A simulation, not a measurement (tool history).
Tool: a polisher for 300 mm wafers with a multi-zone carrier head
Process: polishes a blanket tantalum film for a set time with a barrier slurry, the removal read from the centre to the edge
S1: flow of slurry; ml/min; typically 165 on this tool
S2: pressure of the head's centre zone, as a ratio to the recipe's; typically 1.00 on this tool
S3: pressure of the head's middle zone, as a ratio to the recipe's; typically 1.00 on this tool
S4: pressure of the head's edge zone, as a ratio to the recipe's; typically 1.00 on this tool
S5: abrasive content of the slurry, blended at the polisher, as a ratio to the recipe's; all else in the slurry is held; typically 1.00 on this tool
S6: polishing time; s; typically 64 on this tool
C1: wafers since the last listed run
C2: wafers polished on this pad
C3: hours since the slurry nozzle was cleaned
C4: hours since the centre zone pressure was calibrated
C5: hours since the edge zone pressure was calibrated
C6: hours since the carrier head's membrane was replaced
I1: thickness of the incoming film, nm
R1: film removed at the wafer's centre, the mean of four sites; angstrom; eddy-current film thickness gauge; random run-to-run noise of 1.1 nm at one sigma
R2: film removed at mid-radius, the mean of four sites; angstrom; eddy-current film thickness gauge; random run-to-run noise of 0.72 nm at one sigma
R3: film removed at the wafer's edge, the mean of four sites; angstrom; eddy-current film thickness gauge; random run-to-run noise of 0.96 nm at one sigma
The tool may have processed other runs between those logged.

run	hour	S1	S2	S3	S4	S5	S6	C1	C2	C3	C4	C5	C6	I1	R1	R2	R3
1	0.0	165	1.00	1.00	1.00	1.00	64	0	324	634.9	984.0	374.2	1346.6	423.2	657	683	695
2	11.3	165	1.00	1.00	1.00	1.00	64	115	440	646.2	995.3	385.5	1357.9	422.3	664	670	700
3	19.3	165	1.00	1.00	1.00	1.00	64	82	522	654.2	1003.3	393.5	1365.9	434.2	685	668	670
# hour 28.3: worn pad replaced by a new one, repeated, since the last time left the tool worse
4	34.0	165	1.00	1.00	1.00	1.00	64	109	58	668.9	1018.0	408.2	1380.6	433.3	788	786	794
5	40.6	140	1.00	1.00	1.00	1.00	64	67	126	675.5	1024.6	414.8	1387.2	433.7	785	764	778
6	47.5	140	1.00	1.00	1.00	1.00	64	70	197	682.4	1031.5	421.7	1394.1	422.5	767	770	772
7	62.7	140	1.00	1.00	1.00	1.00	64	155	353	697.6	1046.7	436.9	1409.3	429.5	753	761	762
# hour 77.1: slurry nozzle cleaned
8	78.6	165	1.08	1.00	1.00	0.75	64	152	506	1.5	1062.6	452.8	1425.2	432.6	733	697	715
# hour 82.1: edge zone pressure recalibrated
9	93.3	165	1.00	1.00	1.00	1.00	64	130	636	16.2	1077.3	11.2	1439.9	423.9	791	775	785
# hour 123.3: worn pad replaced by a new one
# hour 136.0: carrier head's membrane replaced by a new one
10	144.0	165	1.00	1.00	1.11	1.00	64	427	161	66.9	1128.0	61.9	8.0	432.8	784	788	826
11	156.5	165	1.00	1.00	1.00	1.00	64	128	289	79.4	1140.5	74.4	20.5	437.4	767	778	803
12	167.4	185	1.00	1.00	1.11	1.25	46	111	401	90.3	1151.4	85.3	31.4	432.6	615	602	633
# hour 182.2: centre zone pressure recalibrated
13	183.2	165	0.91	1.00	1.00	1.00	64	141	542	106.1	1.0	101.1	47.2	431.8	703	777	787
14	189.6	165	1.00	1.00	1.00	1.00	42	65	608	112.5	7.4	107.5	53.6	434.1	497	507	505
15	200.1	220	1.00	1.00	1.00	1.00	64	107	716	123.0	17.9	118.0	64.1	427.3	778	794	794
16	215.8	165	0.95	1.11	1.00	1.25	64	161	877	138.7	33.6	133.7	79.8	428.9	770	882	811
# hour 225.2: worn pad replaced by a new one
17	233.7	165	0.91	1.00	0.89	1.15	64	142	87	156.6	51.5	151.6	97.7	431.7	779	835	778
18	249.9	165	1.00	1.00	1.00	0.90	64	166	253	172.8	67.7	167.8	113.9	429.7	777	772	762
19	260.1	165	1.00	1.00	1.00	1.00	64	104	358	183.0	77.9	178.0	124.1	428.1	774	783	787
20	268.7	165	1.00	1.11	1.00	1.25	64	88	446	191.6	86.5	186.6	132.7	432.5	821	921	840
21	277.5	165	1.00	1.00	1.00	1.00	64	90	536	200.4	95.3	195.4	141.5	428.0	782	778	788

5 ways to go on from here, each from the tool as it stands after run 21. What would each give?
A	277.9	165	1.00	1.00	1.00	1.00	64	4	540	200.8	95.7	195.8	141.9	428.0	?	?	?
B	277.9	195	1.00	1.00	1.00	1.15	64	4	540	200.8	95.7	195.8	141.9	428.0	?	?	?
C	277.9	165	1.07	1.00	1.00	1.00	49	4	540	200.8	95.7	195.8	141.9	428.0	?	?	?
D	277.9	165	1.00	1.00	1.08	1.00	64	4	540	200.8	95.7	195.8	141.9	428.0	?	?	?
E	277.9	150	1.00	1.11	1.07	1.00	64	4	540	200.8	95.7	195.8	141.9	428.0	?	?	?

run	R1	R2	R3
A	773	782	764
B	822	831	806
C	619	599	585
D	773	782	793
E	762	844	781
Take away the tool's hidden state, keep each run's random variation, and the runs would have read:
run	R1	R2	R3
A	786	796	777
B	837	845	820
C	630	609	595
D	786	796	807
E	775	859	795

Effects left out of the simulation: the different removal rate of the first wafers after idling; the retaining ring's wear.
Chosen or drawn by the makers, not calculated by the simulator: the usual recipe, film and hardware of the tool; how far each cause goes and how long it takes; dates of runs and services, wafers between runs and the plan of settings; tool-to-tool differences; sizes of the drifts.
